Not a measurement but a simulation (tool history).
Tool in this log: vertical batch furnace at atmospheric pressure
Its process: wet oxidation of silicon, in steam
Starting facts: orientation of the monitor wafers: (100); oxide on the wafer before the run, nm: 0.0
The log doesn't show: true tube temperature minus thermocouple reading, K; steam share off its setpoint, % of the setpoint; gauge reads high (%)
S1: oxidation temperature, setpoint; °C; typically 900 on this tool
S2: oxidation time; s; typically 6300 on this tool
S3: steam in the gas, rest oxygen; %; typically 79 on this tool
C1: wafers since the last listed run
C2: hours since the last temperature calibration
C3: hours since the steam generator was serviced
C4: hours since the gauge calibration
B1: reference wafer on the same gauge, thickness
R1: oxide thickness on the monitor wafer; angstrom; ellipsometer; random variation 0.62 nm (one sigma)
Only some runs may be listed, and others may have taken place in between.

run 1 hour=0.0 | S1=888 S2=6300 S3=79 | C1=0 C2=1885.9 C3=1341.4 C4=786.9 | B1=192.01 | R1=1570.4
-- hour=69.5 steam generator serviced
run 2 hour=159.1 | S1=888 S2=6300 S3=79 | C1=1211 C2=2045.0 C3=89.6 C4=946.0 | B1=191.90 | R1=1598.3
run 3 hour=206.7 | S1=900 S2=6300 S3=79 | C1=426 C2=2092.6 C3=137.2 C4=993.6 | B1=192.01 | R1=1887.4
run 4 hour=252.7 | S1=900 S2=6300 S3=79 | C1=412 C2=2138.6 C3=183.2 C4=1039.6 | B1=192.09 | R1=1892.5
run 5 hour=304.9 | S1=900 S2=6300 S3=79 | C1=468 C2=2190.8 C3=235.4 C4=1091.8 | B1=191.98 | R1=1882.1
run 6 hour=354.6 | S1=900 S2=6300 S3=79 | C1=445 C2=2240.5 C3=285.1 C4=1141.5 | B1=192.15 | R1=1878.5
run 7 hour=411.2 | S1=900 S2=6300 S3=79 | C1=507 C2=2297.1 C3=341.7 C4=1198.1 | B1=192.02 | R1=1884.6
run 8 hour=462.1 | S1=900 S2=5550 S3=79 | C1=456 C2=2348.0 C3=392.6 C4=1249.0 | B1=192.04 | R1=1677.2
run 9 hour=529.1 | S1=900 S2=4680 S3=79 | C1=600 C2=2415.0 C3=459.6 C4=1316.0 | B1=191.83 | R1=1447.4
run 10 hour=587.2 | S1=900 S2=4680 S3=79 | C1=520 C2=2473.1 C3=517.7 C4=1374.1 | B1=192.11 | R1=1442.2
run 11 hour=625.8 | S1=900 S2=4680 S3=79 | C1=346 C2=2511.7 C3=556.3 C4=1412.7 | B1=192.24 | R1=1445.1
run 12 hour=671.8 | S1=900 S2=6300 S3=82 | C1=412 C2=2557.7 C3=602.3 C4=1458.7 | B1=192.03 | R1=1930.8
run 13 hour=715.8 | S1=900 S2=6300 S3=82 | C1=394 C2=2601.7 C3=646.3 C4=1502.7 | B1=191.89 | R1=1936.1
run 14 hour=769.1 | S1=900 S2=6300 S3=83 | C1=477 C2=2655.0 C3=699.6 C4=1556.0 | B1=191.91 | R1=1953.8
run 15 hour=798.7 | S1=900 S2=6300 S3=83 | C1=265 C2=2684.6 C3=729.2 C4=1585.6 | B1=192.14 | R1=1948.7
run 16 hour=823.3 | S1=900 S2=6300 S3=79 | C1=220 C2=2709.2 C3=753.8 C4=1610.2 | B1=191.99 | R1=1872.8
run 17 hour=926.8 | S1=900 S2=6300 S3=79 | C1=928 C2=2812.7 C3=857.3 C4=1713.7 | B1=191.91 | R1=1865.2
run 18 hour=981.6 | S1=900 S2=6300 S3=79 | C1=491 C2=2867.5 C3=912.1 C4=1768.5 | B1=192.00 | R1=1879.9
run 19 hour=1019.2 | S1=900 S2=5430 S3=79 | C1=337 C2=2905.1 C3=949.7 C4=1806.1 | B1=192.04 | R1=1645.6
run 20 hour=1066.1 | S1=900 S2=6300 S3=83 | C1=420 C2=2952.0 C3=996.6 C4=1853.0 | B1=191.85 | R1=1960.9
run 21 hour=1097.1 | S1=877 S2=3330 S3=90 | C1=277 C2=2983.0 C3=1027.6 C4=1884.0 | B1=191.74 | R1=830.9
run 22 hour=1151.4 | S1=900 S2=6300 S3=87 | C1=486 C2=3037.3 C3=1081.9 C4=1938.3 | B1=192.04 | R1=2028.6
-- hour=1172.0 gauge calibrated
-- hour=1188.6 thermocouples replaced and temperature profile calibrated
run 23 hour=1193.1 | S1=900 S2=6300 S3=79 | C1=158 C2=4.5 C3=1123.6 C4=21.1 | B1=192.09 | R1=1861.6
run 24 hour=1241.8 | S1=900 S2=7230 S3=79 | C1=436 C2=53.2 C3=1172.3 C4=69.8 | B1=191.86 | R1=2093.0
run 25 hour=1306.7 | S1=882 S2=4590 S3=90 | C1=581 C2=118.1 C3=1237.2 C4=134.7 | B1=192.10 | R1=1218.7
-- hour=1370.3 steam generator serviced
run 26 hour=1376.5 | S1=900 S2=6300 S3=79 | C1=410 C2=187.9 C3=6.2 C4=204.5 | B1=192.06 | R1=1907.9
run 27 hour=1443.4 | S1=915 S2=4980 S3=72 | C1=599 C2=254.8 C3=73.1 C4=271.4 | B1=191.91 | R1=1718.5
run 28 hour=1486.5 | S1=900 S2=6300 S3=82 | C1=386 C2=297.9 C3=116.2 C4=314.5 | B1=192.09 | R1=1961.3
run 29 hour=1553.2 | S1=891 S2=9090 S3=79 | C1=598 C2=364.6 C3=182.9 C4=381.2 | B1=191.94 | R1=2285.5
run 30 hour=1617.2 | S1=917 S2=7890 S3=90 | C1=573 C2=428.6 C3=246.9 C4=445.2 | B1=192.07 | R1=3079.9
run 31 hour=1687.7 | S1=900 S2=6300 S3=83 | C1=632 C2=499.1 C3=317.4 C4=515.7 | B1=192.06 | R1=1960.1
run 32 hour=1749.8 | S1=924 S2=3240 S3=79 | C1=556 C2=561.2 C3=379.5 C4=577.8 | B1=192.16 | R1=1408.7
run 33 hour=1817.4 | S1=913 S2=4680 S3=79 | C1=606 C2=628.8 C3=447.1 C4=645.4 | B1=191.93 | R1=1709.7
run 34 hour=1862.8 | S1=900 S2=6300 S3=79 | C1=407 C2=674.2 C3=492.5 C4=690.8 | B1=191.80 | R1=1879.3
run 35 hour=1931.6 | S1=915 S2=5400 S3=79 | C1=616 C2=743.0 C3=561.3 C4=759.6 | B1=191.97 | R1=1971.8
run 36 hour=2003.3 | S1=900 S2=6300 S3=69 | C1=642 C2=814.7 C3=633.0 C4=831.3 | B1=192.02 | R1=1671.1
run 37 hour=2050.7 | S1=892 S2=4260 S3=74 | C1=425 C2=862.1 C3=680.4 C4=878.7 | B1=192.03 | R1=1104.2

What if the next run were any one of these 3? Each begins from the tool's condition after run 37:
run A hour=2056.3 | S1=882 S2=6300 S3=79 | C1=50 C2=867.7 C3=686.0 C4=884.3 | B1=? | R1=?
run B hour=2056.3 | S1=908 S2=6300 S3=79 | C1=50 C2=867.7 C3=686.0 C4=884.3 | B1=? | R1=?
run C hour=2056.3 | S1=876 S2=8040 S3=79 | C1=50 C2=867.7 C3=686.0 C4=884.3 | B1=? | R1=?

run=A B1=192.05 R1=1436.2
run=B B1=192.05 R1=2058.9
run=C B1=192.05 R1=1635.0
Without the tool's unlogged condition, the same runs would have read:
run=A R1=1463.7
run=B R1=2095.9
run=C R1=1666.2
